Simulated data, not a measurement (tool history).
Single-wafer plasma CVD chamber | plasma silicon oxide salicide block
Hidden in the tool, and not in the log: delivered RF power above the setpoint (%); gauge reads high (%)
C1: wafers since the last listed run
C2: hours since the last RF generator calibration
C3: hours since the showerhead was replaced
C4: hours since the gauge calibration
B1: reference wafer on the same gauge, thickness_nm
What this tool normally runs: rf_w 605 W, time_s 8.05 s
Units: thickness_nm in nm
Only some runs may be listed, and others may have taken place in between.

run 1 hour=0 | rf_w=605 time_s=8.05 | C1=0 C2=422.4 C3=5272.8 C4=126.2 | B1=74.584 | thickness_nm=77.606
run 2 hour=53.6 | rf_w=605 time_s=8.05 | C1=1054 C2=476 C3=5326.4 C4=179.8 | B1=74.642 | thickness_nm=76.791
run 3 hour=115.2 | rf_w=605 time_s=8.05 | C1=1212 C2=537.6 C3=5388 C4=241.4 | B1=74.583 | thickness_nm=77.271
run 4 hour=151.6 | rf_w=670 time_s=8.05 | C1=716 C2=574 C3=5424.4 C4=277.8 | B1=74.623 | thickness_nm=79.931
run 5 hour=199.8 | rf_w=605 time_s=8.05 | C1=948 C2=622.2 C3=5472.6 C4=326 | B1=74.586 | thickness_nm=77.124
run 6 hour=243 | rf_w=605 time_s=8.05 | C1=850 C2=665.4 C3=5515.8 C4=369.2 | B1=74.549 | thickness_nm=77.157
run 7 hour=277.1 | rf_w=605 time_s=8.05 | C1=671 C2=699.5 C3=5549.9 C4=403.3 | B1=74.619 | thickness_nm=77.574
run 8 hour=333.3 | rf_w=525 time_s=8.05 | C1=1106 C2=755.7 C3=5606.1 C4=459.5 | B1=74.705 | thickness_nm=74.175
run 9 hour=394.4 | rf_w=605 time_s=8.05 | C1=1202 C2=816.8 C3=5667.2 C4=520.6 | B1=74.699 | thickness_nm=76.53
run 10 hour=464.3 | rf_w=605 time_s=8.05 | C1=1375 C2=886.7 C3=5737.1 C4=590.5 | B1=74.472 | thickness_nm=76.893
-- hour=520.7 showerhead replaced
run 11 hour=521.5 | rf_w=605 time_s=7 | C1=968 C2=943.9 C3=0.8 C4=647.7 | B1=74.574 | thickness_nm=67.175
run 12 hour=592.6 | rf_w=670 time_s=6.48 | C1=1399 C2=1015 C3=71.9 C4=718.8 | B1=74.662 | thickness_nm=64.14
run 13 hour=657.4 | rf_w=565 time_s=8.92 | C1=1275 C2=1079.8 C3=136.7 C4=783.6 | B1=74.572 | thickness_nm=83.956
run 14 hour=691.1 | rf_w=700 time_s=8.54 | C1=663 C2=1113.5 C3=170.4 C4=817.3 | B1=74.54 | thickness_nm=85.174
-- hour=730.2 RF generator calibrated
run 15 hour=752.4 | rf_w=605 time_s=8.05 | C1=1049 C2=22.2 C3=231.7 C4=878.6 | B1=74.682 | thickness_nm=77.247
-- hour=771.1 gauge calibrated
run 16 hour=790.3 | rf_w=720 time_s=8.05 | C1=745 C2=60.1 C3=269.6 C4=19.2 | B1=74.655 | thickness_nm=81.721
run 17 hour=823.5 | rf_w=605 time_s=7.14 | C1=653 C2=93.3 C3=302.8 C4=52.4 | B1=74.479 | thickness_nm=68.575
run 18 hour=848 | rf_w=495 time_s=7.35 | C1=482 C2=117.8 C3=327.3 C4=76.9 | B1=74.457 | thickness_nm=66.596
run 19 hour=940.8 | rf_w=665 time_s=7.17 | C1=1826 C2=210.6 C3=420.1 C4=169.7 | B1=74.499 | thickness_nm=71.552
run 20 hour=1001.9 | rf_w=670 time_s=6.48 | C1=1202 C2=271.7 C3=481.2 C4=230.8 | B1=74.646 | thickness_nm=64.077
run 21 hour=1059 | rf_w=570 time_s=6.76 | C1=1123 C2=328.8 C3=538.3 C4=287.9 | B1=74.616 | thickness_nm=64.006
run 22 hour=1092.1 | rf_w=605 time_s=8.05 | C1=651 C2=361.9 C3=571.4 C4=321 | B1=74.548 | thickness_nm=77.321
run 23 hour=1154.4 | rf_w=645 time_s=8.55 | C1=1226 C2=424.2 C3=633.7 C4=383.3 | B1=74.661 | thickness_nm=83.783

4 options for the next run, each taken on its own from the tool as it stands now. Forecast them:
run A hour=1154.8 | rf_w=605 time_s=8.05 | C1=7 C2=424.6 C3=634.1 C4=383.7 | B1=? | thickness_nm=?
run B hour=1154.8 | rf_w=605 time_s=6.9 | C1=7 C2=424.6 C3=634.1 C4=383.7 | B1=? | thickness_nm=?
run C hour=1154.8 | rf_w=520 time_s=7.32 | C1=7 C2=424.6 C3=634.1 C4=383.7 | B1=? | thickness_nm=?
run D hour=1154.8 | rf_w=695 time_s=7.53 | C1=7 C2=424.6 C3=634.1 C4=383.7 | B1=? | thickness_nm=?

run=A B1=74.544 thickness_nm=77.298
run=B B1=74.544 thickness_nm=66.255
run=C B1=74.544 thickness_nm=67.093
run=D B1=74.544 thickness_nm=75.442
The same runs, with their run-to-run variation unchanged, on a tool lacking any hidden condition would have given:
run=A thickness_nm=77.298
run=B thickness_nm=66.255
run=C thickness_nm=67.093
run=D thickness_nm=75.442
